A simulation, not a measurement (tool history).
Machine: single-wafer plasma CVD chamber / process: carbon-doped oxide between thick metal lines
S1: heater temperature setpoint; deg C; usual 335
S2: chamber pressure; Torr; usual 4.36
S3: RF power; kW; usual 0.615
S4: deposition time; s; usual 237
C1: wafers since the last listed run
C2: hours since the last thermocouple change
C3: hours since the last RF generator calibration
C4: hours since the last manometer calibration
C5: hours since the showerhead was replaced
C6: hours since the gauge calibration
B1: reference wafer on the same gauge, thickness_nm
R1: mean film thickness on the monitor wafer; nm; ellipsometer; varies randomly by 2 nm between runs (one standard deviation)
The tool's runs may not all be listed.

| run | hour | S1 | S2 | S3 | S4 | C1 | C2 | C3 | C4 | C5 | C6 | B1 | R1 |
|---|---|---|---|---|---|---|---|---|---|---|---|---|---|
| 1 | 0 | 338 | 4.36 | 0.615 | 237 | 0 | 2485 | 2429.3 | 2115.6 | 3685.1 | 140.2 | 1159.89 | 1281.481 |
| 2 | 19.6 | 338 | 4.36 | 0.615 | 237 | 105 | 2504.6 | 2448.9 | 2135.2 | 3704.7 | 159.8 | 1159.899 | 1279.644 |
| 3 | 41.8 | 335 | 4.36 | 0.615 | 237 | 119 | 2526.8 | 2471.1 | 2157.4 | 3726.9 | 182 | 1160.026 | 1289.686 |
| 4 | 54.4 | 335 | 4.36 | 0.615 | 237 | 67 | 2539.4 | 2483.7 | 2170 | 3739.5 | 194.6 | 1160.082 | 1290.448 |
| 5 | 74.3 | 335 | 4.36 | 0.615 | 237 | 107 | 2559.3 | 2503.6 | 2189.9 | 3759.4 | 214.5 | 1160.099 | 1289.644 |
| 6 | 163.9 | 335 | 4.36 | 0.615 | 237 | 483 | 2648.9 | 2593.2 | 2279.5 | 3849 | 304.1 | 1160.164 | 1290.6 |
| 7 | 182.5 | 335 | 4.36 | 0.615 | 237 | 100 | 2667.5 | 2611.8 | 2298.1 | 3867.6 | 322.7 | 1159.952 | 1288.965 |
| 8 | 204.2 | 335 | 4.36 | 0.615 | 237 | 117 | 2689.2 | 2633.5 | 2319.8 | 3889.3 | 344.4 | 1160.102 | 1290.548 |
| 9 | 226.1 | 335 | 4.36 | 0.615 | 237 | 118 | 2711.1 | 2655.4 | 2341.7 | 3911.2 | 366.3 | 1160.016 | 1290.186 |
|  | 259.4 | RF generator calibrated |
| 10 | 284.8 | 335 | 4.36 | 0.615 | 221 | 273 | 2769.8 | 25.4 | 2400.4 | 3969.9 | 425 | 1159.918 | 1253.483 |
| 11 | 320.1 | 335 | 4.36 | 0.615 | 221 | 190 | 2805.1 | 60.7 | 2435.7 | 4005.2 | 460.3 | 1159.95 | 1252.901 |
|  | 348.5 | showerhead replaced |
|  | 349.2 | thermocouple changed; heater temperature recalibrated |
| 12 | 351.1 | 335 | 4.36 | 0.615 | 237 | 120 | 1.9 | 91.7 | 2466.7 | 2.6 | 491.3 | 1160.13 | 1345.33 |
|  | 365.1 | capacitance manometer re-zeroed and calibrated |
| 13 | 369.7 | 339 | 5.14 | 0.615 | 250 | 57 | 20.5 | 110.3 | 4.6 | 21.2 | 509.9 | 1160.213 | 1433.921 |
| 14 | 397.3 | 321 | 4.36 | 0.615 | 237 | 148 | 48.1 | 137.9 | 32.2 | 48.8 | 537.5 | 1159.866 | 1409.707 |
| 15 | 421.1 | 335 | 4.91 | 0.615 | 237 | 128 | 71.9 | 161.7 | 56 | 72.6 | 561.3 | 1160.331 | 1364.273 |
| 16 | 449.3 | 335 | 4.36 | 0.565 | 237 | 152 | 100.1 | 189.9 | 84.2 | 100.8 | 589.5 | 1159.867 | 1297.121 |

Expected results for the next run?
| 17 | 467.6 | 335 | 3.63 | 0.615 | 213 | 98 | 118.4 | 208.2 | 102.5 | 119.1 | 607.8 | ? | ? |

B1: 1160.008
R1: 1176.694 nm
With the hidden condition absent and the run-to-run variation left alone, this run would have shown R1 1180.943 nm.
